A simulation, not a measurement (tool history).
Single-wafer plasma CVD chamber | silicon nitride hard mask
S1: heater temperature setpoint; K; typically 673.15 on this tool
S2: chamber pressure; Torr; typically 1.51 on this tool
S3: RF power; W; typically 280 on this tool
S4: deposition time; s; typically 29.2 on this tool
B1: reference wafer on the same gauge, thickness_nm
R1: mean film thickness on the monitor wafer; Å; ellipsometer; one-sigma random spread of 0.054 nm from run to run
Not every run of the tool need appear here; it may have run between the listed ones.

{"run": 1, "hour": 0.0, "S1": 664.15, "S2": 1.51, "S3": 280, "S4": 29.2, "B1": 36.904, "R1": 319.37}
{"run": 2, "hour": 46.0, "S1": 664.15, "S2": 1.51, "S3": 280, "S4": 29.2, "B1": 36.9, "R1": 319.3}
{"run": 3, "hour": 110.4, "S1": 664.15, "S2": 1.51, "S3": 280, "S4": 29.2, "B1": 36.895, "R1": 319.18}
{"run": 4, "hour": 138.3, "S1": 673.15, "S2": 1.51, "S3": 280, "S4": 29.2, "B1": 36.893, "R1": 317.38}
{"run": 5, "hour": 193.4, "S1": 673.15, "S2": 1.51, "S3": 320, "S4": 33.8, "B1": 36.897, "R1": 416.39}
{"run": 6, "hour": 233.0, "S1": 673.15, "S2": 1.51, "S3": 320, "S4": 33.8, "B1": 36.894, "R1": 416.49}
{"run": 7, "hour": 287.3, "S1": 673.15, "S2": 1.51, "S3": 320, "S4": 33.8, "B1": 36.908, "R1": 416.23}
{"run": 8, "hour": 348.4, "S1": 673.15, "S2": 1.51, "S3": 280, "S4": 32.2, "B1": 36.894, "R1": 350.94}
{"run": 9, "hour": 393.8, "S1": 673.15, "S2": 1.51, "S3": 280, "S4": 32.2, "B1": 36.902, "R1": 349.6}
{"run": 10, "hour": 424.6, "S1": 673.15, "S2": 1.51, "S3": 280, "S4": 29.2, "B1": 36.907, "R1": 317.45}
{"run": 11, "hour": 464.1, "S1": 673.15, "S2": 1.51, "S3": 280, "S4": 29.2, "B1": 36.899, "R1": 316.31}
{"run": 12, "hour": 511.6, "S1": 673.15, "S2": 1.51, "S3": 280, "S4": 29.2, "B1": 36.901, "R1": 318.39}
{"hour": 521.2, "done": "RF generator calibrated"}
{"run": 13, "hour": 558.8, "S1": 673.15, "S2": 1.51, "S3": 280, "S4": 29.2, "B1": 36.894, "R1": 320.04}
{"run": 14, "hour": 616.4, "S1": 673.15, "S2": 1.51, "S3": 300, "S4": 29.2, "B1": 36.902, "R1": 341.11}
{"hour": 632.0, "done": "capacitance manometer re-zeroed and calibrated"}
{"run": 15, "hour": 651.5, "S1": 673.15, "S2": 1.76, "S3": 320, "S4": 24.3, "B1": 36.899, "R1": 314.38}
{"run": 16, "hour": 720.5, "S1": 673.15, "S2": 1.73, "S3": 280, "S4": 23.6, "B1": 36.915, "R1": 269.24}
{"run": 17, "hour": 749.0, "S1": 673.15, "S2": 1.51, "S3": 265, "S4": 29.2, "B1": 36.899, "R1": 306.44}
{"hour": 759.3, "done": "showerhead replaced"}
{"run": 18, "hour": 801.6, "S1": 659.15, "S2": 1.76, "S3": 280, "S4": 23.6, "B1": 36.907, "R1": 270.78}
{"run": 19, "hour": 869.6, "S1": 666.15, "S2": 1.3, "S3": 235, "S4": 32.7, "B1": 36.9, "R1": 292.98}
{"hour": 915.1, "done": "thermocouple changed; heater temperature recalibrated"}
{"run": 20, "hour": 915.6, "S1": 658.15, "S2": 1.66, "S3": 300, "S4": 27.6, "B1": 36.884, "R1": 333.99}

Run 21 is up next; what results do you expect?
{"hour": 917.0, "done": "gauge calibrated"}
{"run": 21, "hour": 958.4, "S1": 673.15, "S2": 1.51, "S3": 320, "S4": 33.8, "B1": "?", "R1": "?"}

B1: 36.905
R1: 421.86 Å
Take away the tool's hidden state, keep the run-to-run variation as it was, and the same run would have given R1 426.54 Å.
